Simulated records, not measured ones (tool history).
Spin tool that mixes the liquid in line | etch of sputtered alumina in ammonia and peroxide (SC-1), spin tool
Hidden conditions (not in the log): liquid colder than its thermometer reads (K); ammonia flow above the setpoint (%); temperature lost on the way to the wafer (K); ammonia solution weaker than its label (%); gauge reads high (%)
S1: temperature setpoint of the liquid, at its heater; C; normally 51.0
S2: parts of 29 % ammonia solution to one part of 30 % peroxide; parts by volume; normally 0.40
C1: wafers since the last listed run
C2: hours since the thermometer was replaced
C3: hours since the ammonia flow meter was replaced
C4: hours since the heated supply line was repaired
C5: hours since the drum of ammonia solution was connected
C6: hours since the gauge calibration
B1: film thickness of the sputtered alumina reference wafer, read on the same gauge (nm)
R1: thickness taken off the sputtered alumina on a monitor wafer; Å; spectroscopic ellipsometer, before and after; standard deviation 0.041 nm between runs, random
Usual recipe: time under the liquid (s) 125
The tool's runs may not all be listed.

run 1 hour=0.0 | S1=51.0 S2=0.40 time_under_the_liquid_(s)=125 | C1=0 C2=631.0 C3=1173.8 C4=1373.6 C5=737.1 C6=733.1 | B1=129.99 | R1=51.6
run 2 hour=13.1 | S1=51.0 S2=0.40 time_under_the_liquid_(s)=125 | C1=148 C2=644.1 C3=1186.9 C4=1386.7 C5=750.2 C6=746.2 | B1=129.99 | R1=51.7
run 3 hour=28.8 | S1=51.0 S2=0.40 time_under_the_liquid_(s)=125 | C1=178 C2=659.8 C3=1202.6 C4=1402.4 C5=765.9 C6=761.9 | B1=129.99 | R1=51.3
run 4 hour=60.7 | S1=51.0 S2=0.40 time_under_the_liquid_(s)=125 | C1=362 C2=691.7 C3=1234.5 C4=1434.3 C5=797.8 C6=793.8 | B1=130.01 | R1=50.9
run 5 hour=155.3 | S1=51.0 S2=0.40 time_under_the_liquid_(s)=125 | C1=1075 C2=786.3 C3=1329.1 C4=1528.9 C5=892.4 C6=888.4 | B1=129.98 | R1=51.1
run 6 hour=168.4 | S1=51.0 S2=0.40 time_under_the_liquid_(s)=125 | C1=148 C2=799.4 C3=1342.2 C4=1542.0 C5=905.5 C6=901.5 | B1=129.99 | R1=51.3
run 7 hour=183.9 | S1=51.0 S2=0.40 time_under_the_liquid_(s)=125 | C1=176 C2=814.9 C3=1357.7 C4=1557.5 C5=921.0 C6=917.0 | B1=130.00 | R1=51.4
-- hour=214.5 gauge calibrated
run 8 hour=217.3 | S1=51.0 S2=0.40 time_under_the_liquid_(s)=125 | C1=379 C2=848.3 C3=1391.1 C4=1590.9 C5=954.4 C6=2.8 | B1=130.00 | R1=50.9
run 9 hour=243.1 | S1=51.0 S2=0.40 time_under_the_liquid_(s)=125 | C1=293 C2=874.1 C3=1416.9 C4=1616.7 C5=980.2 C6=28.6 | B1=129.98 | R1=50.7
run 10 hour=257.0 | S1=51.0 S2=0.40 time_under_the_liquid_(s)=125 | C1=158 C2=888.0 C3=1430.8 C4=1630.6 C5=994.1 C6=42.5 | B1=130.01 | R1=50.5
-- hour=262.8 new drum of ammonia solution connected
run 11 hour=277.0 | S1=51.0 S2=0.40 time_under_the_liquid_(s)=125 | C1=215 C2=908.0 C3=1450.8 C4=1650.6 C5=14.2 C6=62.5 | B1=130.00 | R1=50.6
run 12 hour=307.6 | S1=51.0 S2=0.30 time_under_the_liquid_(s)=170 | C1=347 C2=938.6 C3=1481.4 C4=1681.2 C5=44.8 C6=93.1 | B1=130.02 | R1=67.3
-- hour=348.8 heated supply line repaired
run 13 hour=403.5 | S1=51.0 S2=0.40 time_under_the_liquid_(s)=125 | C1=1078 C2=1034.5 C3=1577.3 C4=54.7 C5=140.7 C6=189.0 | B1=129.98 | R1=54.6
-- hour=414.3 thermometer replaced
run 14 hour=432.5 | S1=51.0 S2=0.55 time_under_the_liquid_(s)=125 | C1=318 C2=18.2 C3=1606.3 C4=83.7 C5=169.7 C6=218.0 | B1=130.00 | R1=55.8
run 15 hour=466.1 | S1=47.0 S2=0.25 time_under_the_liquid_(s)=125 | C1=381 C2=51.8 C3=1639.9 C4=117.3 C5=203.3 C6=251.6 | B1=130.02 | R1=41.9
run 16 hour=482.8 | S1=51.0 S2=0.40 time_under_the_liquid_(s)=125 | C1=189 C2=68.5 C3=1656.6 C4=134.0 C5=220.0 C6=268.3 | B1=129.99 | R1=54.5
run 17 hour=506.1 | S1=51.0 S2=0.40 time_under_the_liquid_(s)=125 | C1=264 C2=91.8 C3=1679.9 C4=157.3 C5=243.3 C6=291.6 | B1=130.01 | R1=54.0
run 18 hour=525.4 | S1=47.0 S2=0.20 time_under_the_liquid_(s)=90 | C1=219 C2=111.1 C3=1699.2 C4=176.6 C5=262.6 C6=310.9 | B1=130.00 | R1=29.4
-- hour=528.5 ammonia flow meter replaced
run 19 hour=548.6 | S1=51.0 S2=0.50 time_under_the_liquid_(s)=125 | C1=252 C2=134.3 C3=20.1 C4=199.8 C5=285.8 C6=334.1 | B1=130.02 | R1=55.0
run 20 hour=569.4 | S1=44.5 S2=0.30 time_under_the_liquid_(s)=55 | C1=236 C2=155.1 C3=40.9 C4=220.6 C5=306.6 C6=354.9 | B1=130.00 | R1=16.2
run 21 hour=592.2 | S1=42.5 S2=0.30 time_under_the_liquid_(s)=160 | C1=259 C2=177.9 C3=63.7 C4=243.4 C5=329.4 C6=377.7 | B1=130.00 | R1=41.7
run 22 hour=615.2 | S1=46.5 S2=0.35 time_under_the_liquid_(s)=80 | C1=261 C2=200.9 C3=86.7 C4=266.4 C5=352.4 C6=400.7 | B1=130.01 | R1=26.1
run 23 hour=707.9 | S1=41.0 S2=0.40 time_under_the_liquid_(s)=125 | C1=1053 C2=293.6 C3=179.4 C4=359.1 C5=445.1 C6=493.4 | B1=129.99 | R1=30.9
run 24 hour=721.5 | S1=55.5 S2=0.30 time_under_the_liquid_(s)=125 | C1=154 C2=307.2 C3=193.0 C4=372.7 C5=458.7 C6=507.0 | B1=130.00 | R1=66.7
run 25 hour=734.3 | S1=51.0 S2=0.30 time_under_the_liquid_(s)=55 | C1=145 C2=320.0 C3=205.8 C4=385.5 C5=471.5 C6=519.8 | B1=130.02 | R1=23.2
run 26 hour=763.0 | S1=57.0 S2=0.25 time_under_the_liquid_(s)=190 | C1=326 C2=348.7 C3=234.5 C4=414.2 C5=500.2 C6=548.5 | B1=130.01 | R1=108.1

Run-by-run hidden state of the tool:
liquid colder than its thermometer reads (K): 0 on each run
ammonia flow above the setpoint (%): 0 on each run
ammonia solution weaker than its label (%): 0 on each run
gauge reads high (%): 0 on each run
H1: temperature lost on the way to the wafer (K)
run=1 H1=1.14
run=2 H1=1.15
run=3 H1=1.16
run=4 H1=1.19
run=5 H1=1.26
run=6 H1=1.27
run=7 H1=1.29
run=8 H1=1.31
run=9 H1=1.33
run=10 H1=1.34
run=11 H1=1.36
run=12 H1=1.38
run=13 H1=0.0577
run=14 H1=0.0805
run=15 H1=0.107
run=16 H1=0.12
run=17 H1=0.138
run=18 H1=0.153
run=19 H1=0.172
run=20 H1=0.188
run=21 H1=0.206
run=22 H1=0.224
run=23 H1=0.296
run=24 H1=0.307
run=25 H1=0.317
run=26 H1=0.34
